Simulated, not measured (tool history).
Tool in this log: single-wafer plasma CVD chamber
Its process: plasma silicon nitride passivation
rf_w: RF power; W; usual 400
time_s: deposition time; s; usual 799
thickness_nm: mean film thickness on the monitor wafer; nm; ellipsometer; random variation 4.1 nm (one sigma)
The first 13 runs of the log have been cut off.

run     day  rf_w  time_s  read-back reference wafer on the same gauge, thickness_nm  thickness_nm
     16.383  -- RF generator calibrated
 14  16.938   355     890                                                    910.875      1182.089
 15  17.975   400     711                                                    910.815         986.3
 16  18.821   460     799                                                    910.311      1145.738
 17  19.717   460     799                                                    911.723      1140.056
 18  20.354   400     799                                                    909.778      1095.409
 19  21.438   400     799                                                    910.041      1103.897
     21.833  -- showerhead replaced
 20  22.329   350     799                                                    909.706      1047.057
 21  25.767   420     799                                                    910.969      1102.905
 22  26.454   330     729                                                    911.299       953.021
 23  27.004   475     949                                                     910.79      1361.388
 24  27.867   380     650                                                    910.193       873.408
 25  29.008   355     700                                                    909.296       924.862
 26  29.679   475     949                                                    909.551      1345.577
 27  30.788   425     799                                                    909.999      1110.629
 28  31.621   400     726                                                    909.951       986.127
     31.833  -- gauge calibrated
 29  32.675   400     799                                                     910.46      1084.144
 30  33.238   400     799                                                    909.268      1083.521
 31  34.346   420     886                                                    909.228      1225.854
 32  35.138   400     868                                                    910.767      1177.903
 33  35.988   400     799                                                    910.261      1083.287

Predict the results of run 34:
 34  37.108   400     799                                                          ?             ?

{"run 34": {"read-back reference wafer on the same gauge, thickness_nm": 910.322, "thickness_nm": 1085.171}}
Without the tool's hidden state the same run would have given thickness_nm 1104.109 nm.
